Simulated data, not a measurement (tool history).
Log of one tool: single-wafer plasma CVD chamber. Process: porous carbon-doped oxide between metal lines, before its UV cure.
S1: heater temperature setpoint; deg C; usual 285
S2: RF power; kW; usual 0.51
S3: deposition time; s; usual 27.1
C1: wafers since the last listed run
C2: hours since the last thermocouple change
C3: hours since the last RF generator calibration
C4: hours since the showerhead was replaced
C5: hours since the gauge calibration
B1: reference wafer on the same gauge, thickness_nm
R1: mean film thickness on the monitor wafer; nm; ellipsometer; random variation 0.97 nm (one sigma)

| run | day | S1 | S2 | S3 | C1 | C2 | C3 | C4 | C5 | B1 | R1 |
|---|---|---|---|---|---|---|---|---|---|---|---|
| 1 | 0 | 285 | 0.51 | 27.1 | 0 | 2075.9 | 1123.1 | 4900.9 | 107.2 | 149.941 | 181.501 |
| 2 | 0.254 | 285 | 0.51 | 27.1 | 104 | 2082 | 1129.2 | 4907 | 113.3 | 150.088 | 181.813 |
| 3 | 0.629 | 285 | 0.51 | 27.1 | 153 | 2091 | 1138.2 | 4916 | 122.3 | 150.086 | 181.524 |
| 4 | 1.25 | 285 | 0.48 | 29.9 | 254 | 2105.9 | 1153.1 | 4930.9 | 137.2 | 149.699 | 191.983 |
| 5 | 1.992 | 285 | 0.48 | 29.9 | 304 | 2123.7 | 1170.9 | 4948.7 | 155 | 149.957 | 191.696 |
| 6 | 2.371 | 280 | 0.51 | 28.3 | 155 | 2132.8 | 1180 | 4957.8 | 164.1 | 150.261 | 196.019 |
| 7 | 3.617 | 280 | 0.51 | 28.3 | 511 | 2162.7 | 1209.9 | 4987.7 | 194 | 150.025 | 193.498 |
| 8 | 4.296 | 280 | 0.51 | 28.3 | 278 | 2179 | 1226.2 | 5004 | 210.3 | 150.203 | 195.761 |
| 9 | 4.642 | 290 | 0.51 | 27.1 | 141 | 2187.3 | 1234.5 | 5012.3 | 218.6 | 150.098 | 176.341 |
| 10 | 4.938 | 290 | 0.51 | 27.1 | 121 | 2194.4 | 1241.6 | 5019.4 | 225.7 | 149.973 | 173.616 |
| 11 | 5.612 | 277 | 0.51 | 27.1 | 277 | 2210.6 | 1257.8 | 5035.6 | 241.9 | 150.045 | 189.942 |
| 12 | 6.058 | 285 | 0.55 | 27.1 | 183 | 2221.3 | 1268.5 | 5046.3 | 252.6 | 149.988 | 185.987 |
|  | 6.483 | RF generator calibrated |
| 13 | 6.708 | 285 | 0.55 | 27.1 | 129 | 2236.9 | 5.4 | 5061.9 | 268.2 | 150.105 | 188.284 |
| 14 | 7.338 | 285 | 0.485 | 25.4 | 258 | 2252 | 20.5 | 5077 | 283.3 | 150.021 | 165.18 |
|  | 8 | showerhead replaced |
|  | 8.129 | thermocouple changed; heater temperature recalibrated |
| 15 | 8.15 | 285 | 0.55 | 27.1 | 143 | 0.5 | 40 | 3.6 | 302.8 | 149.877 | 189.146 |
| 16 | 8.162 | 272 | 0.43 | 23.7 | 5 | 0.8 | 40.3 | 3.9 | 303.1 | 150.159 | 160.151 |
| 17 | 8.579 | 271 | 0.55 | 28.8 | 171 | 10.8 | 50.3 | 13.9 | 313.1 | 149.957 | 221.664 |
| 18 | 8.833 | 297 | 0.51 | 22.4 | 104 | 16.9 | 56.4 | 20 | 319.2 | 150.07 | 136.843 |
| 19 | 9.271 | 285 | 0.51 | 27.1 | 179 | 27.4 | 66.9 | 30.5 | 329.7 | 149.982 | 180.225 |
|  | 10.725 | gauge calibrated |
| 20 | 10.925 | 275 | 0.51 | 31 | 679 | 67.1 | 106.6 | 70.2 | 4.8 | 149.944 | 222.531 |
| 21 | 11.508 | 285 | 0.51 | 27.1 | 239 | 81.1 | 120.6 | 84.2 | 18.8 | 150.001 | 178.721 |
| 22 | 11.912 | 293 | 0.46 | 23.1 | 165 | 90.8 | 130.3 | 93.9 | 28.5 | 149.813 | 139.853 |
| 23 | 12.35 | 285 | 0.51 | 27.1 | 179 | 101.3 | 140.8 | 104.4 | 39 | 149.971 | 178.025 |
| 24 | 12.921 | 290 | 0.46 | 27.1 | 234 | 115 | 154.5 | 118.1 | 52.7 | 149.796 | 165.023 |
| 25 | 14.054 | 273 | 0.41 | 22.7 | 465 | 142.2 | 181.7 | 145.3 | 79.9 | 149.956 | 147.652 |
| 26 | 14.746 | 300 | 0.51 | 22.7 | 283 | 158.8 | 198.3 | 161.9 | 96.5 | 150.013 | 138.06 |

Forecast each of these 4 alternatives for the next run:
| A | 14.762 | 285 | 0.51 | 27.1 | 6 | 159.2 | 198.7 | 162.3 | 96.9 | ? | ? |
| B | 14.762 | 285 | 0.595 | 24.5 | 6 | 159.2 | 198.7 | 162.3 | 96.9 | ? | ? |
| C | 14.762 | 294 | 0.54 | 29.1 | 6 | 159.2 | 198.7 | 162.3 | 96.9 | ? | ? |
| D | 14.762 | 285 | 0.51 | 23 | 6 | 159.2 | 198.7 | 162.3 | 96.9 | ? | ? |

| run | B1 | R1 |
|---|---|---|
| A | 149.814 | 181.226 |
| B | 149.814 | 177.595 |
| C | 149.814 | 187.811 |
| D | 149.814 | 154.635 |
Without the tool's hidden state the same runs would have given:
| run | R1 |
|---|---|
| A | 181.226 |
| B | 177.595 |
| C | 187.811 |
| D | 154.635 |

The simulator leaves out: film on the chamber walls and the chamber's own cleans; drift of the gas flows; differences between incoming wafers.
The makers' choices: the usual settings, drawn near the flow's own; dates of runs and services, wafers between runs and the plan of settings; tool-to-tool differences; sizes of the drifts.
